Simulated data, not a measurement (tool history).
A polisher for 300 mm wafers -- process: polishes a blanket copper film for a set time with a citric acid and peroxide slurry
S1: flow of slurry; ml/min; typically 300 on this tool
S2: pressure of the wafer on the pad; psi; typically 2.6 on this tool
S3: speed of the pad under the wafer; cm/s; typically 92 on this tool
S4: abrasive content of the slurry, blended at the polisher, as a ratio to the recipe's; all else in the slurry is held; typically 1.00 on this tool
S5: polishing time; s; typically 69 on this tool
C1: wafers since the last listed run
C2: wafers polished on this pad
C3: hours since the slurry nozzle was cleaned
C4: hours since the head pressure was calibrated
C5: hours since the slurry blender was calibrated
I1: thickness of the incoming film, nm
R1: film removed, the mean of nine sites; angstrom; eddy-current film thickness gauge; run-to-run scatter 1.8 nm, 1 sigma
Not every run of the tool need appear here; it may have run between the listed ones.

run	hour	S1	S2	S3	S4	S5	C1	C2	C3	C4	C5	I1	R1
1	0.0	345	2.6	92	1.00	69	0	2521	283.5	247.1	374.9	1147.3	1288
2	82.6	345	2.6	92	1.00	69	696	3218	366.1	329.7	457.5	1135.3	1231
3	173.4	345	2.6	92	1.00	69	766	3984	456.9	420.5	548.3	1149.5	1225
4	243.0	300	2.6	92	1.00	69	587	4571	526.5	490.1	617.9	1130.5	1217
5	298.4	300	2.6	92	1.00	69	467	5038	581.9	545.5	673.3	1118.7	1215
# hour 313.6: slurry blender recalibrated
6	364.7	300	2.1	92	1.00	85	542	5581	648.2	611.8	51.1	1124.0	1266
# hour 480.6: slurry nozzle cleaned
# hour 537.8: worn pad replaced by a new one
7	539.5	300	2.6	92	1.00	69	1432	13	58.9	786.6	225.9	1128.8	1303
8	613.9	245	2.1	78	1.00	69	627	641	133.3	861.0	300.3	1132.9	926
9	682.0	300	2.2	82	1.00	54	574	1216	201.4	929.1	368.4	1116.7	794
10	780.6	300	3.5	92	1.00	81	831	2047	300.0	1027.7	467.0	1119.6	1841
11	861.2	300	2.6	92	1.00	69	679	2727	380.6	1108.3	547.6	1109.2	1255
12	934.4	400	2.8	84	1.00	92	617	3345	453.8	1181.5	620.8	1121.9	1667
13	1004.9	365	2.6	102	1.00	69	594	3940	524.3	1252.0	691.3	1143.1	1378
14	1103.5	300	2.6	92	1.00	69	831	4772	622.9	1350.6	789.9	1149.2	1230
# hour 1127.5: slurry blender recalibrated
15	1202.4	210	2.6	92	1.00	69	817	5589	721.8	1449.5	74.9	1134.9	1159
# hour 1245.8: head pressure recalibrated
16	1284.4	225	3.4	70	1.00	62	674	6264	803.8	38.6	156.9	1127.3	1003
# hour 1326.1: slurry nozzle cleaned
# hour 1348.8: worn pad replaced by a new one
17	1380.0	300	2.6	92	1.00	69	764	263	53.9	134.2	252.5	1131.4	1276
18	1424.6	300	2.6	76	0.90	69	376	639	98.5	178.8	297.1	1133.6	1066
19	1517.6	300	2.3	62	1.00	69	784	1424	191.5	271.8	390.1	1120.3	795
20	1598.2	300	2.6	92	1.15	69	679	2104	272.1	352.4	470.7	1124.8	1297
21	1695.3	345	2.6	92	1.30	69	819	2923	369.2	449.5	567.8	1119.7	1353
22	1760.8	300	2.8	92	1.00	69	552	3476	434.7	515.0	633.3	1129.8	1280
23	1861.5	300	1.9	92	1.00	69	849	4325	535.4	615.7	734.0	1140.0	975
24	1918.1	300	2.6	92	1.00	69	477	4803	592.0	672.3	790.6	1152.9	1230
25	1971.7	300	3.2	92	1.00	69	452	5255	645.6	725.9	844.2	1112.1	1416
# hour 2014.4: slurry blender recalibrated
26	2024.0	205	2.0	92	1.15	75	424	5679	697.9	778.2	9.6	1128.4	1085
# hour 2052.3: worn pad replaced by a new one
# hour 2096.0: slurry nozzle cleaned
27	2129.4	300	2.2	76	1.00	69	847	642	33.4	883.6	115.0	1141.3	945
28	2228.2	300	2.6	92	1.00	69	833	1475	132.2	982.4	213.8	1131.3	1263
29	2312.9	300	2.6	92	1.00	69	714	2190	216.9	1067.1	298.5	1145.2	1210
30	2349.3	400	2.6	92	1.00	69	307	2497	253.3	1103.5	334.9	1128.0	1242
31	2450.3	340	2.6	92	1.00	69	852	3349	354.3	1204.5	435.9	1133.1	1222

Subtracting, for every run, the result it would have given without the tool's unlogged condition from the measured result gives the following. The same run-to-run variation enters both numbers; the gauge's scatter may not:
Hidden state at play: removal rate lost through wear of the pad, %; slurry flow missing at the pad, %; deviation of the head's pressure from its setpoint, %; abrasive missing from the slurry, %.
run	R1
1	-70
2	-75
3	-80
4	-83
5	-84
6	-89
7	-7
8	-19
9	-25
10	-79
11	-63
12	-92
13	-81
14	-76
15	-75
16	-66
17	-11
18	-19
19	-25
20	-53
21	-67
22	-69
23	-56
24	-73
25	-87
26	-68
27	-28
28	-57
29	-65
30	-72
31	-80
